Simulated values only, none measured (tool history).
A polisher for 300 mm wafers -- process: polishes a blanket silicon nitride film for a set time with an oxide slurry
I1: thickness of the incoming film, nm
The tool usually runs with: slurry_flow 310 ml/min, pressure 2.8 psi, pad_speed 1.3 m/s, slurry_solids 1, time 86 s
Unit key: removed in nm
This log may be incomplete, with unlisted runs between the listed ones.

run 1 hour=0 | slurry_flow=260 pressure=2.8 pad_speed=1.3 slurry_solids=1.1 time=86 | I1=335.6 | removed=42.1
run 2 hour=6.5 | slurry_flow=310 pressure=2.8 pad_speed=1.3 slurry_solids=1 time=86 | I1=340.4 | removed=39.8
run 3 hour=23.5 | slurry_flow=310 pressure=2.8 pad_speed=1.3 slurry_solids=1 time=86 | I1=345.6 | removed=39.2
run 4 hour=29.9 | slurry_flow=310 pressure=2.8 pad_speed=1.3 slurry_solids=1 time=86 | I1=342.8 | removed=39.6
run 5 hour=46.5 | slurry_flow=310 pressure=2.8 pad_speed=1.3 slurry_solids=1 time=86 | I1=337.8 | removed=38.9
run 6 hour=57.2 | slurry_flow=310 pressure=2.8 pad_speed=1.3 slurry_solids=1 time=68 | I1=342.3 | removed=30.9
run 7 hour=66.2 | slurry_flow=310 pressure=2.8 pad_speed=1.3 slurry_solids=1 time=108 | I1=340.1 | removed=48.3
run 8 hour=82.2 | slurry_flow=310 pressure=2.8 pad_speed=1.3 slurry_solids=1 time=108 | I1=340.2 | removed=48.7
run 9 hour=88.3 | slurry_flow=310 pressure=2.8 pad_speed=1.3 slurry_solids=1 time=108 | I1=341.4 | removed=48.6
-- hour=96.6 conditioning disc replaced and pad reconditioned
-- hour=105.9 slurry nozzle cleaned
run 10 hour=106.4 | slurry_flow=310 pressure=2.8 pad_speed=1.3 slurry_solids=1 time=86 | I1=339.4 | removed=38
-- hour=115.6 worn pad replaced by a new one
run 11 hour=118.9 | slurry_flow=310 pressure=2.8 pad_speed=0.96 slurry_solids=1 time=105 | I1=337.4 | removed=38.9
-- hour=130.5 head pressure recalibrated
run 12 hour=131 | slurry_flow=310 pressure=2.8 pad_speed=1.3 slurry_solids=1 time=86 | I1=343.1 | removed=40.8
run 13 hour=141.6 | slurry_flow=385 pressure=2.8 pad_speed=0.98 slurry_solids=0.8 time=67 | I1=344.8 | removed=19.9
run 14 hour=157.2 | slurry_flow=310 pressure=3.6 pad_speed=0.98 slurry_solids=1.15 time=111 | I1=338 | removed=59
-- hour=164.4 slurry blender recalibrated
run 15 hour=165.7 | slurry_flow=310 pressure=2.8 pad_speed=1.3 slurry_solids=1 time=86 | I1=340.6 | removed=50.7
run 16 hour=179.6 | slurry_flow=310 pressure=2.3 pad_speed=1.3 slurry_solids=1 time=86 | I1=340 | removed=41.3
run 17 hour=186.4 | slurry_flow=310 pressure=3.4 pad_speed=0.9 slurry_solids=1 time=86 | I1=344.2 | removed=43.8
run 18 hour=200.4 | slurry_flow=410 pressure=2.8 pad_speed=1.3 slurry_solids=1 time=86 | I1=333.5 | removed=50.3
run 19 hour=214.3 | slurry_flow=255 pressure=2.8 pad_speed=1.3 slurry_solids=1 time=86 | I1=338.4 | removed=46.8
run 20 hour=229.7 | slurry_flow=310 pressure=2.8 pad_speed=1.3 slurry_solids=0.75 time=86 | I1=337.8 | removed=36.9

State the hidden condition of the tool at each of the runs:
slurry flow missing at the pad, %: 0, the same for each run
deviation of the head's pressure from its setpoint, %: 0, the same for each run
time polished since the conditioner stopped cutting, s: 0, the same for each run
H1: removal rate lost through wear of the pad, %
H2: abrasive missing from the slurry, %
run=1 H1=5.07 H2=24.5
run=2 H1=5.2 H2=24.6
run=3 H1=5.49 H2=24.9
run=4 H1=5.57 H2=25
run=5 H1=5.76 H2=25.2
run=6 H1=5.86 H2=25.3
run=7 H1=5.93 H2=25.5
run=8 H1=6.03 H2=25.7
run=9 H1=6.06 H2=25.7
run=10 H1=6.14 H2=25.9
run=11 H1=0.307 H2=26
run=12 H1=1.3 H2=26.1
run=13 H1=2.02 H2=26.2
run=14 H1=2.87 H2=26.3
run=15 H1=3.25 H2=1.06
run=16 H1=3.77 H2=2.98
run=17 H1=3.98 H2=3.87
run=18 H1=4.35 H2=5.58
run=19 H1=4.64 H2=7.14
run=20 H1=4.89 H2=8.72
